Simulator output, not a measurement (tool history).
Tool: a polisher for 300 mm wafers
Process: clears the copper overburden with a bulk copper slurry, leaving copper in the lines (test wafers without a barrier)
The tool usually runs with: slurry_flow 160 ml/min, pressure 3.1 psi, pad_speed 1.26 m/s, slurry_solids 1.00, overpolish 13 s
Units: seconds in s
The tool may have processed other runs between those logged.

| run | hour | slurry_flow | pressure | pad_speed | slurry_solids | overpolish | incoming thickness of the incoming film, nm | seconds |
|---|---|---|---|---|---|---|---|---|
| 1 | 0.0 | 160 | 3.1 | 1.26 | 1.00 | 13 | 1312.2 | 128.5 |
| 2 | 50.9 | 160 | 3.1 | 1.26 | 1.00 | 13 | 1293.0 | 128.3 |
| 3 | 128.9 | 160 | 3.1 | 1.26 | 1.00 | 13 | 1288.9 | 128.9 |
| 4 | 200.5 | 160 | 3.1 | 1.26 | 1.00 | 13 | 1316.0 | 134.5 |
|  | 216.9 | slurry nozzle cleaned |
|  | 233.1 | slurry blender recalibrated |
| 5 | 269.3 | 160 | 3.1 | 1.26 | 1.00 | 13 | 1321.0 | 134.6 |
|  | 315.4 | worn pad replaced by a new one, of another model than before |
| 6 | 357.8 | 160 | 3.1 | 1.26 | 1.00 | 13 | 1284.0 | 129.2 |
| 7 | 430.3 | 160 | 3.1 | 1.26 | 1.00 | 13 | 1309.5 | 130.8 |
| 8 | 471.9 | 160 | 3.1 | 1.26 | 1.00 | 13 | 1309.6 | 132.7 |
| 9 | 568.9 | 160 | 3.1 | 1.04 | 1.00 | 13 | 1310.7 | 153.1 |
| 10 | 611.7 | 160 | 3.1 | 1.60 | 0.90 | 8 | 1318.5 | 115.0 |
|  | 626.2 | head pressure recalibrated |
| 11 | 699.1 | 205 | 3.8 | 1.26 | 0.70 | 8 | 1295.1 | 112.1 |
| 12 | 744.4 | 160 | 3.1 | 1.26 | 1.00 | 13 | 1298.1 | 125.3 |
|  | 809.3 | slurry blender recalibrated |
| 13 | 825.4 | 160 | 3.1 | 1.26 | 1.00 | 15 | 1315.6 | 125.6 |
|  | 917.9 | worn pad replaced by a new one |
| 14 | 918.4 | 160 | 2.2 | 1.26 | 1.00 | 13 | 1313.6 | 149.3 |
| 15 | 1006.2 | 160 | 3.1 | 1.26 | 0.80 | 13 | 1319.8 | 133.7 |
| 16 | 1096.0 | 160 | 3.1 | 1.58 | 1.00 | 13 | 1309.5 | 107.0 |
| 17 | 1142.0 | 160 | 3.1 | 1.26 | 1.15 | 19 | 1306.9 | 124.8 |
|  | 1150.0 | slurry nozzle cleaned |
| 18 | 1192.2 | 160 | 3.1 | 1.26 | 1.10 | 9 | 1308.0 | 125.6 |
| 19 | 1286.6 | 160 | 3.1 | 1.26 | 1.00 | 13 | 1321.7 | 130.7 |
| 20 | 1360.9 | 160 | 3.1 | 1.26 | 0.80 | 13 | 1306.6 | 134.0 |
|  | 1363.2 | slurry blender recalibrated |
| 21 | 1440.8 | 160 | 3.1 | 1.26 | 1.00 | 13 | 1320.5 | 128.9 |
|  | 1459.1 | worn pad replaced by a new one |
| 22 | 1544.2 | 160 | 3.1 | 1.26 | 1.00 | 13 | 1308.8 | 132.7 |
|  | 1582.6 | head pressure recalibrated |
| 23 | 1603.9 | 160 | 3.1 | 1.26 | 1.00 | 20 | 1321.1 | 129.1 |
| 24 | 1688.5 | 160 | 3.1 | 1.00 | 1.00 | 13 | 1331.6 | 150.3 |
| 25 | 1758.3 | 160 | 3.1 | 1.50 | 1.00 | 13 | 1303.6 | 112.3 |
| 26 | 1829.1 | 135 | 4.0 | 1.02 | 0.75 | 13 | 1308.7 | 144.5 |

What will run 27 give?
|  | 1881.2 | slurry blender recalibrated |
| 27 | 1899.4 | 185 | 2.7 | 1.26 | 0.75 | 20 | 1296.0 | ? |

{"run 27": {"seconds": 137.8}}
With no hidden state in the tool, this same run would have given seconds 137.1 s.

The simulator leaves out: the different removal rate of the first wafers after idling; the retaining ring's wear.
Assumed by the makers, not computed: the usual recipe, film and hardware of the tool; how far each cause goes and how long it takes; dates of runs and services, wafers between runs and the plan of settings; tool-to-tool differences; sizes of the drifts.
